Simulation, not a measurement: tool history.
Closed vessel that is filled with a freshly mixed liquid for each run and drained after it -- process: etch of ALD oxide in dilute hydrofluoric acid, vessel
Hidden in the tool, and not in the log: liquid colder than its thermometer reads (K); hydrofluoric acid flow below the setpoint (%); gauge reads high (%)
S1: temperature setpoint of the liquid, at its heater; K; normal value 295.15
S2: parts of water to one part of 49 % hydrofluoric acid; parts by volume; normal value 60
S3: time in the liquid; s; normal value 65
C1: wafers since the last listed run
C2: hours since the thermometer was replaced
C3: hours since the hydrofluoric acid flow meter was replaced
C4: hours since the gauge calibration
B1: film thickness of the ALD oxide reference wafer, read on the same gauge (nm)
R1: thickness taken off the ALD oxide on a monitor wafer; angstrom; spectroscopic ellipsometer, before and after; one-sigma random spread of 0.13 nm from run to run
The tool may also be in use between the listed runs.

Run 1, day 0.000: usual settings; C1 0; C2 1313.2; C3 388.1; C4 511.4; B1 90.00. Result: R1 206.5 angstrom.
Run 2, day 4.350: usual settings; C1 15218; C2 1417.6; C3 492.5; C4 615.8; B1 89.99. Result: R1 210.3 angstrom.
Run 3, day 6.517: usual settings; C1 7580; C2 1469.6; C3 544.5; C4 667.8; B1 90.06. Result: R1 207.5 angstrom.
At day 7.008: hydrofluoric acid flow meter replaced.
Run 4, day 8.779: usual settings; C1 7769; C2 1523.9; C3 42.5; C4 722.1; B1 89.98. Result: R1 209.6 angstrom.
Run 5, day 12.942: usual settings but S3 85 s; C1 14562; C2 1623.8; C3 142.4; C4 822.0; B1 89.98. Result: R1 272.7 angstrom.
Run 6, day 16.321: usual settings but S3 85 s; C1 11822; C2 1704.9; C3 223.5; C4 903.1; B1 89.99. Result: R1 273.5 angstrom.
Run 7, day 19.471: usual settings but S3 85 s; C1 11020; C2 1780.5; C3 299.1; C4 978.7; B1 89.99. Result: R1 274.8 angstrom.
Run 8, day 22.267: usual settings; C1 9781; C2 1847.6; C3 366.2; C4 1045.8; B1 90.02. Result: R1 210.2 angstrom.
Run 9, day 26.367: usual settings; C1 14344; C2 1946.0; C3 464.6; C4 1144.2; B1 89.99. Result: R1 209.3 angstrom.
Run 10, day 30.371: usual settings; C1 14008; C2 2042.1; C3 560.7; C4 1240.3; B1 90.01. Result: R1 210.8 angstrom.
Run 11, day 32.046: usual settings; C1 5860; C2 2082.3; C3 600.9; C4 1280.5; B1 90.01. Result: R1 207.5 angstrom.
At day 32.929: hydrofluoric acid flow meter replaced.
Run 12, day 36.504: usual settings; C1 15451; C2 2189.3; C3 85.8; C4 1387.5; B1 90.03. Result: R1 209.5 angstrom.
Run 13, day 39.008: usual settings but S1 291.15 K, S2 85 parts by volume, S3 35 s; C1 8760; C2 2249.4; C3 145.9; C4 1447.6; B1 90.03. Result: R1 64.3 angstrom.
Run 14, day 42.342: usual settings; C1 11661; C2 2329.4; C3 225.9; C4 1527.6; B1 90.02. Result: R1 207.3 angstrom.
Run 15, day 44.075: usual settings but S1 292.65 K, S2 75 parts by volume; C1 6064; C2 2371.0; C3 267.5; C4 1569.2; B1 89.96. Result: R1 149.2 angstrom.
Run 16, day 55.675: usual settings but S1 293.65 K, S2 75 parts by volume, S3 55 s; C1 40583; C2 2649.4; C3 545.9; C4 1847.6; B1 90.01. Result: R1 129.5 angstrom.
At day 57.338: hydrofluoric acid flow meter replaced.
Run 17, day 58.825: usual settings but S1 292.15 K, S2 50 parts by volume, S3 40 s; C1 10874; C2 2725.0; C3 35.7; C4 1923.2; B1 89.99. Result: R1 137.6 angstrom.
At day 60.771: thermometer replaced.
Run 18, day 60.950: usual settings but S1 291.65 K, S2 45 parts by volume; C1 7288; C2 4.3; C3 86.7; C4 1974.2; B1 90.00. Result: R1 243.7 angstrom.
At day 61.442: gauge calibrated.
Run 19, day 62.683: usual settings but S1 291.15 K, S2 85 parts by volume, S3 45 s; C1 6064; C2 45.9; C3 128.3; C4 29.8; B1 89.98. Result: R1 84.2 angstrom.
Run 20, day 65.933: usual settings but S1 299.15 K, S2 85 parts by volume, S3 35 s; C1 11370; C2 123.9; C3 206.3; C4 107.8; B1 89.99. Result: R1 90.2 angstrom.
Run 21, day 74.900: usual settings; C1 31370; C2 339.1; C3 421.5; C4 323.0; B1 90.02. Result: R1 209.9 angstrom.
Run 22, day 81.908: usual settings but S3 85 s; C1 24519; C2 507.3; C3 589.7; C4 491.2; B1 89.99. Result: R1 272.7 angstrom.

Here are 5 independent what-if runs from the current tool condition. What would each one return?
Run A, day 81.938: usual settings but S3 40 s; C1 102; C2 508.0; C3 590.4; C4 491.9; B1 ?. Result: R1 ?.
Run B, day 81.938: usual settings but S1 297.65 K, S2 40 parts by volume; C1 102; C2 508.0; C3 590.4; C4 491.9; B1 ?. Result: R1 ?.
Run C, day 81.938: usual settings but S1 297.15 K, S2 45 parts by volume; C1 102; C2 508.0; C3 590.4; C4 491.9; B1 ?. Result: R1 ?.
Run D, day 81.938: usual settings but S2 75 parts by volume, S3 100 s; C1 102; C2 508.0; C3 590.4; C4 491.9; B1 ?. Result: R1 ?.
Run E, day 81.938: usual settings but S1 290.15 K, S2 40 parts by volume, S3 35 s; C1 102; C2 508.0; C3 590.4; C4 491.9; B1 ?. Result: R1 ?.

run     B1     R1
  A  90.04  127.5
  B  90.04  353.8
  C  90.04  306.0
  D  90.04  250.4
  E  90.04  138.5
Stripped of hidden state, with their random variation kept, the same runs would have yielded:
run     R1
  A  127.5
  B  353.8
  C  306.0
  D  250.4
  E  138.5
